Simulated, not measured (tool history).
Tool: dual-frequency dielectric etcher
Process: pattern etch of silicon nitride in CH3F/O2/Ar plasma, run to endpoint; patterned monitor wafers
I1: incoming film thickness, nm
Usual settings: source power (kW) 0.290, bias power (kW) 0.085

{"run": 1, "hour": 0.0, "source power (kW)": 0.29, "bias power (kW)": 0.077, "I1": 33.92, "endpoint time (s)": 61.3}
{"run": 2, "hour": 16.8, "source power (kW)": 0.29, "bias power (kW)": 0.077, "I1": 34.26, "endpoint time (s)": 61.5}
{"run": 3, "hour": 29.0, "source power (kW)": 0.29, "bias power (kW)": 0.077, "I1": 34.51, "endpoint time (s)": 61.8}
{"hour": 55.8, "done": "upper electrode replaced, of another model than before"}
{"run": 4, "hour": 56.3, "source power (kW)": 0.27, "bias power (kW)": 0.085, "I1": 34.45, "endpoint time (s)": 61.1}
{"run": 5, "hour": 56.7, "source power (kW)": 0.27, "bias power (kW)": 0.085, "I1": 34.46, "endpoint time (s)": 61.1}
{"hour": 75.8, "done": "source power generator calibrated"}
{"hour": 85.3, "done": "wet clean of the chamber"}
{"run": 6, "hour": 85.8, "source power (kW)": 0.27, "bias power (kW)": 0.085, "I1": 34.59, "endpoint time (s)": 58.3}
{"run": 7, "hour": 86.2, "source power (kW)": 0.29, "bias power (kW)": 0.085, "I1": 34.77, "endpoint time (s)": 57.2}
{"run": 8, "hour": 93.0, "source power (kW)": 0.32, "bias power (kW)": 0.085, "I1": 34.73, "endpoint time (s)": 56.6}
{"run": 9, "hour": 104.9, "source power (kW)": 0.29, "bias power (kW)": 0.085, "I1": 34.75, "endpoint time (s)": 57.4}
{"hour": 117.1, "done": "bias power generator calibrated"}
{"run": 10, "hour": 117.6, "source power (kW)": 0.29, "bias power (kW)": 0.097, "I1": 34.64, "endpoint time (s)": 56.1}
{"run": 11, "hour": 125.0, "source power (kW)": 0.34, "bias power (kW)": 0.091, "I1": 34.33, "endpoint time (s)": 54.1}
{"run": 12, "hour": 139.8, "source power (kW)": 0.31, "bias power (kW)": 0.094, "I1": 34.63, "endpoint time (s)": 56.3}
{"run": 13, "hour": 149.9, "source power (kW)": 0.29, "bias power (kW)": 0.085, "I1": 34.46, "endpoint time (s)": 57.6}
{"run": 14, "hour": 157.9, "source power (kW)": 0.29, "bias power (kW)": 0.103, "I1": 34.63, "endpoint time (s)": 55.6}
{"run": 15, "hour": 165.7, "source power (kW)": 0.34, "bias power (kW)": 0.074, "I1": 34.39, "endpoint time (s)": 56.9}
{"run": 16, "hour": 174.0, "source power (kW)": 0.27, "bias power (kW)": 0.085, "I1": 34.31, "endpoint time (s)": 58.1}

Some steps in endpoint time (s) between neighbouring runs. How much of each would the tool show without its hidden state too (settings, what came in, random variation), and how much is left for the hidden state, with any gauge scatter that isn't in both results?
The hidden state here: etch rate over this chamber's usual, %; source power that arrives over what is set, %; bias power that arrives over what is set, %.
Run 5 -> 6: source power generator calibrated, wet clean of the chamber. endpoint time (s) -2.8: hidden state -3.4, all else +0.6.
